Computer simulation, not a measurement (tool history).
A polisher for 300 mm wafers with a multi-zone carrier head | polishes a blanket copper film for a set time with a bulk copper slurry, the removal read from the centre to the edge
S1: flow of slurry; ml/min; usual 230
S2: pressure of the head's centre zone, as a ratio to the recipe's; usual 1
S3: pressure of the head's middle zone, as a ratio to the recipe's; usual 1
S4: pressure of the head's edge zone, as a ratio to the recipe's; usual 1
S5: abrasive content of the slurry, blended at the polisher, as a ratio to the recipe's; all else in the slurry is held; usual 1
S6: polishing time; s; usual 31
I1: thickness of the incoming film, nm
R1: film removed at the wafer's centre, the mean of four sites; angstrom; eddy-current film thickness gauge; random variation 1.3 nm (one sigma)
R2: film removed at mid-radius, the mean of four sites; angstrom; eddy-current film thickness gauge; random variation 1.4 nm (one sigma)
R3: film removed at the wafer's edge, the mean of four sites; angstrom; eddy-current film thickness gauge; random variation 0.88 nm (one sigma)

run	day	S1	S2	S3	S4	S5	S6	I1	R1	R2	R3
1	0	230	0.93	1.09	0.96	1	31	3027.1	1240	1368	1286
2	0.362	230	1	1	1	1	31	3071.5	1257	1298	1309
3	0.788	230	1	1	1	1	22	3037.5	919	924	932
4	1.412	280	1	0.93	1.05	1	37	3029	1540	1505	1642
5	1.842	230	1.1	0.93	1	1	31	3007.6	1365	1246	1321
# day 2.479: worn pad replaced by a new one
6	2.579	280	1	0.93	1.05	1	37	3069.7	1563	1549	1686
7	3.246	230	1.03	1	1	1	31	3056.5	1288	1282	1311
8	3.504	230	0.89	1.05	1	1	31	3092.4	1212	1340	1313
# day 4.158: slurry nozzle cleaned
9	4.179	200	0.94	1	0.94	1	39	3052.8	1491	1629	1580
10	4.458	190	1	1	1.08	1	31	3069.8	1236	1256	1331
# day 4.775: edge zone pressure recalibrated
11	5.083	230	0.88	1	0.91	1.2	31	3087.6	1212	1329	1279
12	5.729	230	1	1	1	1	31	3027.4	1282	1279	1318
13	6.446	230	1	0.93	1	1	36	3049	1477	1402	1520
# day 6.921: worn pad replaced by a new one
14	7.15	160	1	0.92	1	1	31	3051.9	1263	1229	1308
15	7.879	230	1	1	1	1	41	3038.4	1699	1744	1760
16	8.429	160	1	1.07	1	1.2	31	3023.4	1248	1350	1315
17	8.738	230	1	1	1	1	31	3052.8	1310	1309	1323
18	9.092	230	1	1	1	1	31	3062.2	1287	1302	1294
19	9.375	190	0.95	1	1	1	31	3034.4	1217	1257	1278
# day 11.475: worn pad replaced by a new one
20	11.496	155	1	1	1	1	31	3016.8	1285	1307	1327
21	11.958	230	1	1	1	1	31	3078.5	1322	1356	1356

Consider 5 possible next runs. They are alternatives, not a sequence: every one starts from the tool as it was left by run 21. What does each give?
A	11.975	230	1	1	1	1	23	3035.6	?	?	?
B	11.975	190	1	0.97	0.88	0.9	31	3035.6	?	?	?
C	11.975	230	0.89	1	1	1	31	3035.6	?	?	?
D	11.975	155	1	1	1	1	38	3035.6	?	?	?
E	11.975	230	1.11	1.06	1	1	31	3035.6	?	?	?

run	R1	R2	R3
A	985	980	1007
B	1276	1252	1239
C	1228	1322	1357
D	1544	1545	1606
E	1427	1367	1356
With no hidden state in the tool, these same runs would have given:
run	R1	R2	R3
A	1001	993	1019
B	1297	1267	1255
C	1248	1338	1374
D	1569	1565	1626
E	1450	1384	1373
